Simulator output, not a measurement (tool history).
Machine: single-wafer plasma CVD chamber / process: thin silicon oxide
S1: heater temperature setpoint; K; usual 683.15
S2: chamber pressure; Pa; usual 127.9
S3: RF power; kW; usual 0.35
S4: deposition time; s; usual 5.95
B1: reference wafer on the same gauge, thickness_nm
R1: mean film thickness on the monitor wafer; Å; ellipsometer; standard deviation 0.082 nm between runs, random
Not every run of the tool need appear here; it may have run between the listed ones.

{"run": 1, "hour": 0.0, "S1": 683.15, "S2": 127.9, "S3": 0.35, "S4": 5.43, "B1": 15.87, "R1": 132.74}
{"run": 2, "hour": 40.9, "S1": 683.15, "S2": 127.9, "S3": 0.35, "S4": 5.43, "B1": 15.902, "R1": 134.41}
{"run": 3, "hour": 87.2, "S1": 683.15, "S2": 127.9, "S3": 0.35, "S4": 5.43, "B1": 15.855, "R1": 133.26}
{"run": 4, "hour": 131.1, "S1": 683.15, "S2": 127.9, "S3": 0.35, "S4": 5.95, "B1": 15.903, "R1": 146.87}
{"run": 5, "hour": 218.9, "S1": 683.15, "S2": 127.9, "S3": 0.35, "S4": 5.95, "B1": 15.913, "R1": 147.45}
{"run": 6, "hour": 266.1, "S1": 683.15, "S2": 127.9, "S3": 0.35, "S4": 5.95, "B1": 15.905, "R1": 147.07}
{"run": 7, "hour": 373.1, "S1": 683.15, "S2": 127.9, "S3": 0.35, "S4": 5.95, "B1": 15.897, "R1": 148.33}
{"run": 8, "hour": 417.6, "S1": 683.15, "S2": 127.9, "S3": 0.35, "S4": 5.95, "B1": 15.929, "R1": 148.54}
{"run": 9, "hour": 469.5, "S1": 683.15, "S2": 127.9, "S3": 0.35, "S4": 5.95, "B1": 15.905, "R1": 148.88}
{"hour": 487.8, "done": "showerhead replaced"}
{"run": 10, "hour": 551.6, "S1": 683.15, "S2": 127.9, "S3": 0.35, "S4": 5.95, "B1": 15.914, "R1": 149.88}
{"run": 11, "hour": 602.9, "S1": 674.15, "S2": 127.9, "S3": 0.35, "S4": 5.95, "B1": 15.881, "R1": 151.65}
{"hour": 625.5, "done": "RF generator calibrated"}
{"hour": 673.9, "done": "capacitance manometer re-zeroed and calibrated"}
{"run": 12, "hour": 814.2, "S1": 683.15, "S2": 147.2, "S3": 0.305, "S4": 5.07, "B1": 15.9, "R1": 129.93}
{"hour": 895.1, "done": "thermocouple changed; heater temperature recalibrated"}
{"run": 13, "hour": 895.6, "S1": 683.15, "S2": 136, "S3": 0.35, "S4": 5.95, "B1": 15.913, "R1": 149.17}
{"run": 14, "hour": 974.5, "S1": 687.15, "S2": 127.9, "S3": 0.3, "S4": 5.48, "B1": 15.897, "R1": 124.33}
{"hour": 1102.6, "done": "gauge calibrated"}
{"run": 15, "hour": 1154.8, "S1": 668.15, "S2": 97.9, "S3": 0.35, "S4": 5.95, "B1": 15.873, "R1": 105.91}
{"run": 16, "hour": 1255.0, "S1": 696.15, "S2": 127.9, "S3": 0.29, "S4": 5.55, "B1": 15.93, "R1": 125.11}
{"run": 17, "hour": 1328.4, "S1": 683.15, "S2": 127.9, "S3": 0.35, "S4": 7.07, "B1": 15.927, "R1": 169.93}
{"run": 18, "hour": 1400.4, "S1": 683.15, "S2": 127.9, "S3": 0.35, "S4": 5.95, "B1": 15.911, "R1": 141.87}
{"run": 19, "hour": 1452.5, "S1": 683.15, "S2": 127.9, "S3": 0.35, "S4": 5.95, "B1": 15.895, "R1": 142.86}
{"run": 20, "hour": 1528.5, "S1": 691.15, "S2": 106.9, "S3": 0.35, "S4": 5.17, "B1": 15.9, "R1": 101.72}
{"hour": 1545.2, "done": "RF generator calibrated"}
{"run": 21, "hour": 1585.9, "S1": 669.15, "S2": 149.6, "S3": 0.35, "S4": 5.95, "B1": 15.914, "R1": 165.25}
{"run": 22, "hour": 1640.2, "S1": 678.15, "S2": 127.9, "S3": 0.37, "S4": 6.58, "B1": 15.929, "R1": 161.89}
{"run": 23, "hour": 1734.4, "S1": 683.15, "S2": 127.9, "S3": 0.37, "S4": 5.07, "B1": 15.905, "R1": 125.71}
{"run": 24, "hour": 1801.1, "S1": 683.15, "S2": 102.8, "S3": 0.35, "S4": 5.21, "B1": 15.885, "R1": 100.36}
{"run": 25, "hour": 1845.8, "S1": 695.15, "S2": 127.9, "S3": 0.35, "S4": 5.95, "B1": 15.886, "R1": 143.02}
{"run": 26, "hour": 1887.5, "S1": 683.15, "S2": 127.9, "S3": 0.35, "S4": 5.95, "B1": 15.881, "R1": 146.01}
{"run": 27, "hour": 1988.7, "S1": 672.15, "S2": 108.9, "S3": 0.375, "S4": 5.95, "B1": 15.855, "R1": 127.27}
{"run": 28, "hour": 2051.0, "S1": 683.15, "S2": 127.9, "S3": 0.35, "S4": 5.95, "B1": 15.88, "R1": 146.31}

Below are 4 alternative next runs, each starting from the tool's condition after run 28. Predict each:
{"run": "A", "hour": 2051.4, "S1": 683.15, "S2": 98.8, "S3": 0.35, "S4": 5.95, "B1": "?", "R1": "?"}
{"run": "B", "hour": 2051.4, "S1": 694.15, "S2": 127.9, "S3": 0.35, "S4": 5.3, "B1": "?", "R1": "?"}
{"run": "C", "hour": 2051.4, "S1": 683.15, "S2": 110.9, "S3": 0.285, "S4": 4.85, "B1": "?", "R1": "?"}
{"run": "D", "hour": 2051.4, "S1": 683.15, "S2": 127.9, "S3": 0.35, "S4": 7.09, "B1": "?", "R1": "?"}

run=A B1=15.907 R1=109.93
run=B B1=15.907 R1=129.24
run=C B1=15.907 R1=96.17
run=D B1=15.907 R1=173.88
Had the tool no hidden state, the same runs would have come out as:
run=A R1=105.96
run=B R1=125.84
run=C R1=93.09
run=D R1=169.3

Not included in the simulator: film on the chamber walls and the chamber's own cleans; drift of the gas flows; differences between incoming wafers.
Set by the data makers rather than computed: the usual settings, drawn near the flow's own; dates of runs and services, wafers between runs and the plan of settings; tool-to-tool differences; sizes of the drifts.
